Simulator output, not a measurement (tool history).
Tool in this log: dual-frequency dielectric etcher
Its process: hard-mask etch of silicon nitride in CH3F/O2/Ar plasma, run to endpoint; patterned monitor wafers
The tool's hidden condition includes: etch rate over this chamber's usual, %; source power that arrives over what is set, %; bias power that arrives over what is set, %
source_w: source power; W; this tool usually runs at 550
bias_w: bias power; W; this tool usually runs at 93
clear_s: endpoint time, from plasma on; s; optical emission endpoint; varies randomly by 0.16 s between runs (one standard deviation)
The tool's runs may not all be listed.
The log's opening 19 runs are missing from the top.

run,hour,source_w,bias_w,wafers since the last listed run,hours since the last wet clean,hours since the last source power generator calibration,hours since the last bias power generator calibration,hours since the last upper electrode change,"incoming incoming film thickness, nm",clear_s
20,454.3,600,101,257,296.9,73.4,57.9,3826.7,44.74,49
21,480.2,550,93,323,322.8,99.3,83.8,3852.6,45.47,51.7
22,493.1,650,111,161,335.7,112.2,96.7,3865.5,45.3,46.8
# hour 522.9: wet clean of the chamber
23,523.4,650,73,78,0.5,142.5,127,3895.8,45.37,54.9
24,533.6,550,93,127,10.7,152.7,137.2,3906,44.91,52.3
# hour 565.8: upper electrode replaced
25,566.3,550,93,108,43.4,185.4,169.9,0.5,44.89,52.2
26,571.9,600,106,69,49,191,175.5,6.1,44.84,49
27,597.3,690,107,317,74.4,216.4,200.9,31.5,44.93,47.1
28,629.7,460,71,404,106.8,248.8,233.3,63.9,45.24,59.4
29,648.5,550,93,234,125.6,267.6,252.1,82.7,45.14,52.2
30,666.2,620,93,220,143.3,285.3,269.8,100.4,44.92,50
31,692,550,87,322,169.1,311.1,295.6,126.2,45.16,53.1
32,704.8,590,74,159,181.9,323.9,308.4,139,45.05,54.7
33,727.8,660,77,287,204.9,346.9,331.4,162,45.12,52.2
34,755,450,81,339,232.1,374.1,358.6,189.2,45.43,57

Below are 5 alternative next runs, each starting from the tool's condition after run 34. Predict each:
A,755.4,550,93,4,232.5,374.5,359,189.6,45.42,?
B,755.4,450,111,4,232.5,374.5,359,189.6,45.42,?
C,755.4,450,82,4,232.5,374.5,359,189.6,45.42,?
D,755.4,440,72,4,232.5,374.5,359,189.6,45.42,?
E,755.4,620,110,4,232.5,374.5,359,189.6,45.42,?

run,clear_s
A,51.8
B,51.2
C,56.5
D,59.1
E,47.6
Without the tool's hidden state the same runs would have given:
run,clear_s
A,53.4
B,52.8
C,58.3
D,61
E,49.1

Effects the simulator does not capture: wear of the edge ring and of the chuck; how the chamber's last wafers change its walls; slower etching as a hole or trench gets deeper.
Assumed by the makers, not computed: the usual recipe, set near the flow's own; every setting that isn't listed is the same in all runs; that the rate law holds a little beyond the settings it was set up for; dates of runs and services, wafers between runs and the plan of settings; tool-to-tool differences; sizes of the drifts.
